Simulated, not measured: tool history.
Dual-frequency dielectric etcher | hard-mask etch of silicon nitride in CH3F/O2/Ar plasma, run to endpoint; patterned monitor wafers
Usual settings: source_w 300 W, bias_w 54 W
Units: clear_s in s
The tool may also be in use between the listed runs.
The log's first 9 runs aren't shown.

run,hour,source_w,bias_w,wafers since the last listed run,hours since the last wet clean,hours since the last source power generator calibration,hours since the last bias power generator calibration,hours since the last upper electrode change,"incoming incoming film thickness, nm",clear_s
10,442.6,300,54,309,398.0,2857.8,1902.2,3661.4,42.83,73.4
# hour 492.3: wet clean of the chamber
11,492.8,300,54,247,0.5,2908.0,1952.4,3711.6,42.64,76.2
12,528.6,260,54,337,36.3,2943.8,1988.2,3747.4,42.13,80.0
13,593.5,300,48,612,101.2,3008.7,2053.1,3812.3,42.68,79.8
14,650.1,300,54,534,157.8,3065.3,2109.7,3868.9,42.78,76.3
15,717.5,240,41,636,225.2,3132.7,2177.1,3936.3,42.88,92.0
16,747.1,300,47,279,254.8,3162.3,2206.7,3965.9,42.77,79.8
# hour 778.8: upper electrode replaced
17,800.7,300,66,279,308.4,3215.9,2260.3,21.9,42.30,67.5
18,871.1,360,59,664,378.8,3286.3,2330.7,92.3,42.76,67.3
# hour 953.5: wet clean of the chamber
19,1005.3,360,54,1040,51.8,3420.5,2464.9,226.5,42.34,70.6
20,1032.3,360,45,254,78.8,3447.5,2491.9,253.5,42.50,76.7
21,1088.5,260,41,530,135.0,3503.7,2548.1,309.7,42.64,90.0
22,1114.6,240,62,246,161.1,3529.8,2574.2,335.8,42.58,77.4
23,1178.9,340,68,606,225.4,3594.1,2638.5,400.1,42.63,65.6
# hour 1207.4: source power generator calibrated
24,1215.1,340,68,303,261.6,7.7,2674.7,436.3,42.80,65.0
25,1259.6,300,44,420,306.1,52.2,2719.2,480.8,42.52,81.5
26,1302.1,380,42,401,348.6,94.7,2761.7,523.3,42.47,75.6

Run 27 comes next. What will it give?
27,1332.3,300,54,285,378.8,124.9,2791.9,553.5,42.34,?

Run 27 gave clear_s 73.8 s.
Without the tool's hidden state the same run would have given clear_s 75.4 s.

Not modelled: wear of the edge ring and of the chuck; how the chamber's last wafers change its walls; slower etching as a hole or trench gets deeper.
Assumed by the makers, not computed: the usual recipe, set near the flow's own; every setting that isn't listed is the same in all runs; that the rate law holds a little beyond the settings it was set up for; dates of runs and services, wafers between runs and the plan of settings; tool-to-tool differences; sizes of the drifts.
